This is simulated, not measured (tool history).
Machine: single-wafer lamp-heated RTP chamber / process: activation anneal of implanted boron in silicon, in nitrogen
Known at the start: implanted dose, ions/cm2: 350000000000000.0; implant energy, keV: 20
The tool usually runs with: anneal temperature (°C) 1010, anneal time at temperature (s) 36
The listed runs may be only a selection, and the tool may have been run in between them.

run	hour	anneal temperature (°C)	anneal time at temperature (s)	read-back reference wafer on the same gauge, sheet resistance	sheet resistance of the implanted and annealed layer (ohm/square)
1	0	1026	36	297.79	267.27
2	26.8	1026	36	298.34	269.26
# hour 35.1: pyrometer window cleaned and pyrometer calibrated
3	50.8	1026	36	297.91	268.66
4	63.5	1010	45	297.65	270.77
5	79.1	998	36	298	273.97
6	92.1	1010	36	297.66	270.56
7	127.9	1010	36	298.13	271
8	149.5	1010	36	298.38	271.64
9	178.9	995	29	298.08	275.45
10	213.9	995	29	297.91	275.68
11	241.9	997	36	298.09	275.45
12	265.2	997	36	298.01	274.02
# hour 276.6: gauge calibrated
13	286.4	997	36	297.85	275.16
14	320.4	1031	36	298.08	269.03
# hour 330.7: reflector plate cleaned
15	346	1031	36	298.03	266.49
16	359.7	1010	36	298.05	271.28
17	392.2	1010	36	298.18	269.7
18	424.7	1022	18	297.9	271.71
# hour 432.9: pyrometer window cleaned and pyrometer calibrated
19	436.8	996	36	298.34	273.9
20	451	987	30	298.08	280.24
21	468.1	1010	49	297.92	269.75
22	503.3	1010	36	297.66	271.84
23	518	1010	36	297.72	272.01
24	534.8	1010	36	298.02	270.95
25	548.6	988	57	297.91	274.64
26	584.3	991	54	298.09	274.54
27	599.4	1036	52	297.7	266.39
28	633.7	1010	28	298.06	271.66
29	662	1033	36	298.07	269.18
30	677.3	1019	28	298.11	271.38
31	712.4	1010	57	297.96	268.88
32	733.2	1010	53	297.86	269.99
33	746.1	1038	42	298.06	266.31
34	780.9	982	36	298.18	283.39
35	800	989	23	298.03	279.33

What if the next run were any one of these 4? Each begins from the tool's condition after run 35:
A	800.4	1010	54	?	?
B	800.4	1020	28	?	?
C	800.4	985	22	?	?
D	800.4	1010	22	?	?

run	read-back reference wafer on the same gauge, sheet resistance	sheet resistance of the implanted and annealed layer (ohm/square)
A	298.01	269.59
B	298.01	270.02
C	298.01	282.28
D	298.01	272.15
Stripped of hidden state, with their random variation kept, the same runs would have yielded:
run	sheet resistance of the implanted and annealed layer (ohm/square)
A	269.59
B	270.02
C	282.28
D	272.15
